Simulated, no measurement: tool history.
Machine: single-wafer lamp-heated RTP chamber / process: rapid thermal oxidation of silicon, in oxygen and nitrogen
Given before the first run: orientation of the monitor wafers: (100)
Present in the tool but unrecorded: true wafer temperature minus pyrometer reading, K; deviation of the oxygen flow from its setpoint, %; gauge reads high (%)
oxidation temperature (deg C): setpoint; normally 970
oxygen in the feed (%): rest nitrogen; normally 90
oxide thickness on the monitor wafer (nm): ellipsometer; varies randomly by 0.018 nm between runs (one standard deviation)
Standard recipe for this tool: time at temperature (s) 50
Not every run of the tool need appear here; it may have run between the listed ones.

| run | hour | oxidation temperature (deg C) | time at temperature (s) | oxygen in the feed (%) | wafers since the last listed run | wafers since the last pyrometer calibration | hours since the oxygen flow controller was replaced | hours since the gauge calibration | read-back reference wafer on the same gauge, thickness | oxide thickness on the monitor wafer (nm) |
|---|---|---|---|---|---|---|---|---|---|---|
| 1 | 0.0 | 970 | 50 | 76 | 0 | 2228 | 4468.4 | 83.9 | 3.751 | 4.215 |
| 2 | 34.2 | 970 | 50 | 90 | 412 | 2641 | 4502.6 | 118.1 | 3.750 | 4.445 |
| 3 | 61.7 | 970 | 50 | 90 | 331 | 2973 | 4530.1 | 145.6 | 3.749 | 4.480 |
| 4 | 89.8 | 970 | 35 | 90 | 339 | 3312 | 4558.2 | 173.7 | 3.754 | 3.880 |
| 5 | 121.6 | 970 | 35 | 90 | 383 | 3696 | 4590.0 | 205.5 | 3.752 | 3.892 |
| 6 | 220.0 | 970 | 50 | 90 | 1187 | 4883 | 4688.4 | 303.9 | 3.751 | 4.468 |
| 7 | 250.6 | 980 | 50 | 98 | 369 | 5252 | 4719.0 | 334.5 | 3.758 | 4.992 |
| 8 | 265.5 | 970 | 50 | 90 | 179 | 5432 | 4733.9 | 349.4 | 3.744 | 4.496 |
| 9 | 292.0 | 970 | 50 | 78 | 319 | 5752 | 4760.4 | 375.9 | 3.760 | 4.279 |
|  | 303.4 | pyrometer window cleaned and pyrometer calibrated |
| 10 | 320.1 | 970 | 50 | 78 | 242 | 201 | 4788.5 | 404.0 | 3.751 | 4.121 |
|  | 345.5 | oxygen flow controller replaced |
| 11 | 355.2 | 970 | 50 | 78 | 327 | 528 | 9.7 | 439.1 | 3.744 | 4.198 |
| 12 | 373.0 | 970 | 50 | 90 | 214 | 742 | 27.5 | 456.9 | 3.752 | 4.380 |
| 13 | 385.5 | 970 | 50 | 90 | 150 | 893 | 40.0 | 469.4 | 3.754 | 4.372 |
| 14 | 409.3 | 970 | 50 | 90 | 287 | 1180 | 63.8 | 493.2 | 3.750 | 4.432 |
| 15 | 422.0 | 970 | 38 | 90 | 153 | 1334 | 76.5 | 505.9 | 3.753 | 3.983 |
| 16 | 440.6 | 970 | 38 | 90 | 224 | 1558 | 95.1 | 524.5 | 3.752 | 3.949 |
| 17 | 454.6 | 970 | 50 | 90 | 168 | 1727 | 109.1 | 538.5 | 3.745 | 4.417 |
| 18 | 468.9 | 970 | 50 | 90 | 172 | 1899 | 123.4 | 552.8 | 3.756 | 4.413 |
| 19 | 501.6 | 951 | 29 | 80 | 394 | 2294 | 156.1 | 585.5 | 3.754 | 3.108 |
| 20 | 530.1 | 970 | 50 | 90 | 343 | 2638 | 184.6 | 614.0 | 3.743 | 4.457 |
| 21 | 546.2 | 997 | 58 | 67 | 194 | 2832 | 200.7 | 630.1 | 3.755 | 5.224 |
|  | 578.7 | gauge calibrated |
| 22 | 615.0 | 993 | 65 | 90 | 830 | 3662 | 269.5 | 36.3 | 3.751 | 5.923 |
| 23 | 632.1 | 970 | 50 | 98 | 206 | 3869 | 286.6 | 53.4 | 3.750 | 4.577 |
| 24 | 659.2 | 970 | 31 | 98 | 327 | 4196 | 313.7 | 80.5 | 3.753 | 3.774 |
| 25 | 673.0 | 953 | 28 | 68 | 166 | 4362 | 327.5 | 94.3 | 3.750 | 3.018 |
| 26 | 708.2 | 993 | 62 | 90 | 424 | 4787 | 362.7 | 129.5 | 3.753 | 5.826 |
| 27 | 743.5 | 970 | 50 | 90 | 425 | 5213 | 398.0 | 164.8 | 3.741 | 4.514 |
| 28 | 775.8 | 989 | 62 | 90 | 389 | 5603 | 430.3 | 197.1 | 3.744 | 5.664 |
| 29 | 798.4 | 990 | 74 | 90 | 272 | 5875 | 452.9 | 219.7 | 3.745 | 6.152 |
| 30 | 815.4 | 970 | 66 | 90 | 205 | 6081 | 469.9 | 236.7 | 3.746 | 5.023 |
| 31 | 832.3 | 982 | 50 | 70 | 203 | 6284 | 486.8 | 253.6 | 3.745 | 4.487 |
|  | 843.0 | pyrometer window cleaned and pyrometer calibrated |
| 32 | 861.9 | 979 | 60 | 98 | 260 | 227 | 516.4 | 283.2 | 3.747 | 5.154 |
| 33 | 877.0 | 970 | 50 | 90 | 182 | 409 | 531.5 | 298.3 | 3.748 | 4.357 |
| 34 | 890.8 | 970 | 61 | 75 | 166 | 576 | 545.3 | 312.1 | 3.760 | 4.471 |
| 35 | 915.7 | 997 | 50 | 98 | 300 | 876 | 570.2 | 337.0 | 3.748 | 5.479 |
| 36 | 948.1 | 970 | 50 | 90 | 390 | 1267 | 602.6 | 369.4 | 3.752 | 4.416 |
| 37 | 972.5 | 995 | 73 | 79 | 294 | 1562 | 627.0 | 393.8 | 3.749 | 5.930 |
| 38 | 994.2 | 970 | 50 | 90 | 261 | 1824 | 648.7 | 415.5 | 3.756 | 4.409 |

Each row is a separate what-if for the run after 38, all from the same tool condition, not one after another. Results?
| A | 994.6 | 982 | 50 | 90 | 4 | 1828 | 649.1 | 415.9 | ? | ? |
| B | 994.6 | 946 | 50 | 64 | 4 | 1828 | 649.1 | 415.9 | ? | ? |
| C | 994.6 | 943 | 37 | 90 | 4 | 1828 | 649.1 | 415.9 | ? | ? |
| D | 994.6 | 944 | 50 | 90 | 4 | 1828 | 649.1 | 415.9 | ? | ? |

| run | read-back reference wafer on the same gauge, thickness | oxide thickness on the monitor wafer (nm) |
|---|---|---|
| A | 3.754 | 4.885 |
| B | 3.754 | 3.463 |
| C | 3.754 | 3.346 |
| D | 3.754 | 3.751 |
Without the tool's hidden state the same runs would have given:
| run | oxide thickness on the monitor wafer (nm) |
|---|---|
| A | 4.760 |
| B | 3.390 |
| C | 3.276 |
| D | 3.664 |
